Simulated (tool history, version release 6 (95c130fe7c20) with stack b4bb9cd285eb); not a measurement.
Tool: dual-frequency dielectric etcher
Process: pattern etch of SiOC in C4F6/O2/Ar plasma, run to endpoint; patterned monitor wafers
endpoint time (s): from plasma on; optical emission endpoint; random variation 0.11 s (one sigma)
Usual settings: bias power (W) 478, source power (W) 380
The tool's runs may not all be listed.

| run | hour | bias power (W) | source power (W) | incoming incoming film thickness, nm | endpoint time (s) |
|---|---|---|---|---|---|
| 1 | 0.0 | 559 | 430 | 48.93 | 14.4 |
| 2 | 12.8 | 478 | 380 | 49.06 | 16.7 |
| 3 | 24.5 | 478 | 380 | 48.57 | 16.4 |
| 4 | 41.8 | 448 | 380 | 48.79 | 16.8 |
| 5 | 89.5 | 448 | 380 | 48.56 | 16.7 |
|  | 94.0 | source power generator calibrated |
| 6 | 97.5 | 505 | 380 | 48.98 | 15.9 |
| 7 | 111.4 | 478 | 380 | 49.10 | 16.4 |
|  | 139.1 | wet clean of the chamber |
| 8 | 139.6 | 478 | 380 | 48.95 | 16.4 |
| 9 | 140.0 | 478 | 380 | 48.22 | 16.3 |
| 10 | 143.1 | 430 | 420 | 48.84 | 16.0 |
| 11 | 150.3 | 478 | 380 | 49.14 | 16.6 |
| 12 | 160.0 | 535 | 380 | 48.88 | 15.8 |
|  | 180.8 | bias power generator calibrated |
|  | 188.3 | upper electrode replaced |
| 13 | 188.8 | 419 | 410 | 48.81 | 16.5 |
| 14 | 197.5 | 478 | 380 | 48.71 | 16.4 |
| 15 | 206.4 | 580 | 440 | 48.55 | 14.2 |
| 16 | 217.8 | 528 | 430 | 48.47 | 14.7 |
| 17 | 232.2 | 478 | 380 | 48.81 | 16.3 |
| 18 | 240.5 | 478 | 300 | 49.09 | 19.1 |

4 ways to go on from here, each from the tool as it stands after run 18. What would each give?
| A | 240.9 | 387 | 380 | 48.38 | ? |
| B | 240.9 | 583 | 430 | 48.38 | ? |
| C | 240.9 | 434 | 380 | 48.38 | ? |
| D | 240.9 | 587 | 350 | 48.38 | ? |

| run | endpoint time (s) |
|---|---|
| A | 17.6 |
| B | 14.3 |
| C | 17.0 |
| D | 16.0 |
Without the tool's hidden state the same runs would have given:
| run | endpoint time (s) |
|---|---|
| A | 17.6 |
| B | 14.3 |
| C | 17.0 |
| D | 16.0 |
